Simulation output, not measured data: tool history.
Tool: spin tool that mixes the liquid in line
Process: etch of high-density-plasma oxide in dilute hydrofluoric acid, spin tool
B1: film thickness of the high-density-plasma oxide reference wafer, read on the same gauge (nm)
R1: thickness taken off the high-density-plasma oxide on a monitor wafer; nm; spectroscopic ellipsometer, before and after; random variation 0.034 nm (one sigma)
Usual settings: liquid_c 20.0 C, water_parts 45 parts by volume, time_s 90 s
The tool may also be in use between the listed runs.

{"run": 1, "hour": 0.0, "liquid_c": 20.0, "water_parts": 45, "time_s": 90, "B1": 30.0, "R1": 12.68}
{"run": 2, "hour": 15.4, "liquid_c": 20.0, "water_parts": 45, "time_s": 90, "B1": 29.97, "R1": 12.67}
{"run": 3, "hour": 24.7, "liquid_c": 20.0, "water_parts": 45, "time_s": 90, "B1": 29.99, "R1": 12.72}
{"run": 4, "hour": 42.7, "liquid_c": 20.0, "water_parts": 35, "time_s": 125, "B1": 30.01, "R1": 22.86}
{"run": 5, "hour": 53.4, "liquid_c": 20.0, "water_parts": 35, "time_s": 125, "B1": 29.98, "R1": 22.91}
{"run": 6, "hour": 61.6, "liquid_c": 20.0, "water_parts": 35, "time_s": 125, "B1": 30.03, "R1": 22.88}
{"hour": 73.2, "done": "gauge calibrated"}
{"run": 7, "hour": 106.5, "liquid_c": 20.0, "water_parts": 40, "time_s": 60, "B1": 29.99, "R1": 9.52}
{"run": 8, "hour": 113.6, "liquid_c": 20.0, "water_parts": 40, "time_s": 60, "B1": 30.03, "R1": 9.56}
{"run": 9, "hour": 128.6, "liquid_c": 23.5, "water_parts": 45, "time_s": 90, "B1": 30.0, "R1": 14.57}
{"run": 10, "hour": 145.3, "liquid_c": 20.0, "water_parts": 45, "time_s": 90, "B1": 29.98, "R1": 12.58}
{"hour": 147.5, "done": "thermometer replaced"}
{"run": 11, "hour": 156.5, "liquid_c": 20.0, "water_parts": 45, "time_s": 60, "B1": 29.98, "R1": 8.38}
{"hour": 162.1, "done": "hydrofluoric acid flow meter replaced"}
{"run": 12, "hour": 164.2, "liquid_c": 20.0, "water_parts": 45, "time_s": 90, "B1": 30.02, "R1": 14.46}
{"run": 13, "hour": 173.5, "liquid_c": 17.0, "water_parts": 45, "time_s": 75, "B1": 30.02, "R1": 10.56}
{"run": 14, "hour": 188.3, "liquid_c": 20.0, "water_parts": 45, "time_s": 90, "B1": 29.97, "R1": 14.41}
{"run": 15, "hour": 200.9, "liquid_c": 23.5, "water_parts": 45, "time_s": 125, "B1": 29.99, "R1": 23.14}
{"run": 16, "hour": 208.7, "liquid_c": 20.0, "water_parts": 30, "time_s": 90, "B1": 29.98, "R1": 22.0}

5 ways to go on from here, each from the tool as it stands after run 16. What would each give?
{"run": "A", "hour": 209.1, "liquid_c": 20.0, "water_parts": 45, "time_s": 90, "B1": "?", "R1": "?"}
{"run": "B", "hour": 209.1, "liquid_c": 17.0, "water_parts": 45, "time_s": 90, "B1": "?", "R1": "?"}
{"run": "C", "hour": 209.1, "liquid_c": 24.0, "water_parts": 55, "time_s": 90, "B1": "?", "R1": "?"}
{"run": "D", "hour": 209.1, "liquid_c": 25.0, "water_parts": 45, "time_s": 60, "B1": "?", "R1": "?"}
{"run": "E", "hour": 209.1, "liquid_c": 22.0, "water_parts": 45, "time_s": 70, "B1": "?", "R1": "?"}

run=A B1=29.99 R1=14.40
run=B B1=29.99 R1=12.65
run=C B1=29.99 R1=13.75
run=D B1=29.99 R1=11.83
run=E B1=29.99 R1=12.19
Without the tool's hidden state the same runs would have given:
run=A R1=14.50
run=B R1=12.74
run=C R1=13.84
run=D R1=11.91
run=E R1=12.27
